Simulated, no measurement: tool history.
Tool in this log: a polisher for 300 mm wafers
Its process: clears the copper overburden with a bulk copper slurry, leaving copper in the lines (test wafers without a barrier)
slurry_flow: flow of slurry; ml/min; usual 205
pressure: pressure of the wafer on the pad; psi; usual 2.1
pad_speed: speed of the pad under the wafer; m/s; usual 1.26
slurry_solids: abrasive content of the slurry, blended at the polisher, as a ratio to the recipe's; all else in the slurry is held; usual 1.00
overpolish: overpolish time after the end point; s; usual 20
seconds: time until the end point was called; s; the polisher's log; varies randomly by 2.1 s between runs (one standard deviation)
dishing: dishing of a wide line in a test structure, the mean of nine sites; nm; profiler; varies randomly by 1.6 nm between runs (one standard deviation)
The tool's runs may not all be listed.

run   hour  slurry_flow  pressure  pad_speed  slurry_solids  overpolish  incoming thickness of the incoming film, nm  seconds  dishing
  1    0.0          205       2.3       1.26           1.00          15                                       1029.5    115.2     75.1
      10.2  -- slurry nozzle cleaned
  2   12.4          205       2.3       1.26           1.00          15                                        993.5    108.3     78.7
  3   20.4          205       2.1       1.26           1.00          20                                       1008.6    118.0     89.3
      25.6  -- worn pad replaced by a new one
  4   26.5          205       1.6       1.26           1.00          20                                       1009.9    136.1     76.8
  5   39.2          205       1.6       1.26           1.00          20                                       1015.8    137.1     77.3
      71.0  -- slurry blender recalibrated
  6   91.2          205       2.1       1.02           1.00          20                                       1004.6    141.7     77.2
  7  104.1          205       2.1       1.02           1.00          20                                       1009.7    141.3     80.6
  8  114.2          205       2.1       1.26           0.90          29                                       1019.0    123.3    105.3
  9  130.8          205       2.1       1.26           0.90          29                                       1013.7    125.5    105.4
 10  145.9          205       2.1       1.26           1.00          20                                       1017.7    118.6     90.9
     156.0  -- worn pad replaced by a new one
 11  159.5          205       2.1       1.26           1.00          20                                        997.8    119.8     88.3
     168.2  -- head pressure recalibrated
 12  176.4          205       2.1       1.26           1.00          20                                       1014.8    117.1     91.1
 13  184.7          205       2.8       1.26           1.00          20                                       1011.8     97.2    100.8
 14  192.0          205       2.1       1.26           1.00          20                                        997.2    116.7     88.7
     206.2  -- slurry blender recalibrated
 15  207.4          205       2.1       1.26           0.80          15                                        991.3    122.4     69.1
 16  252.3          205       1.7       1.26           1.00          16                                       1001.4    137.2     68.4
 17  261.2          205       2.1       0.96           1.00          20                                       1007.3    154.3     76.0
     270.7  -- worn pad replaced by a new one
     272.8  -- slurry nozzle cleaned
 18  274.8          240       2.1       1.12           1.00          20                                       1015.1    126.6     80.8
 19  291.8          165       1.6       1.26           1.00          20                                       1001.8    141.9     74.0
 20  302.0          205       2.1       1.68           1.00          20                                       1013.5     92.1    106.5
 21  314.2          205       2.1       1.26           1.00          20                                       1001.6    117.9     84.1
 22  326.0          205       2.1       1.26           1.00          20                                       1009.1    121.7     84.1
 23  337.4          205       2.8       1.26           1.15          29                                       1006.6     97.8    120.1
 24  353.6          170       2.8       1.26           0.80          11                                       1018.0    108.6     62.4

What if the next run were any one of these 4? Each begins from the tool's condition after run 24:
  A  354.1          205       2.1       1.26           1.00          28                                       1018.5        ?        ?
  B  354.1          205       2.1       1.46           0.85          20                                       1018.5        ?        ?
  C  354.1          205       2.1       1.08           1.00          20                                       1018.5        ?        ?
  D  354.1          245       1.9       1.26           1.00          20                                       1018.5        ?        ?

run  seconds  dishing
  A    116.8    104.9
  B    105.7     92.8
  C    136.3     79.6
  D    121.1     84.9
Stripped of hidden state, with their random variation kept, the same runs would have yielded:
run  seconds  dishing
  A    116.8    104.9
  B    105.7     92.8
  C    136.3     79.6
  D    121.1     84.9

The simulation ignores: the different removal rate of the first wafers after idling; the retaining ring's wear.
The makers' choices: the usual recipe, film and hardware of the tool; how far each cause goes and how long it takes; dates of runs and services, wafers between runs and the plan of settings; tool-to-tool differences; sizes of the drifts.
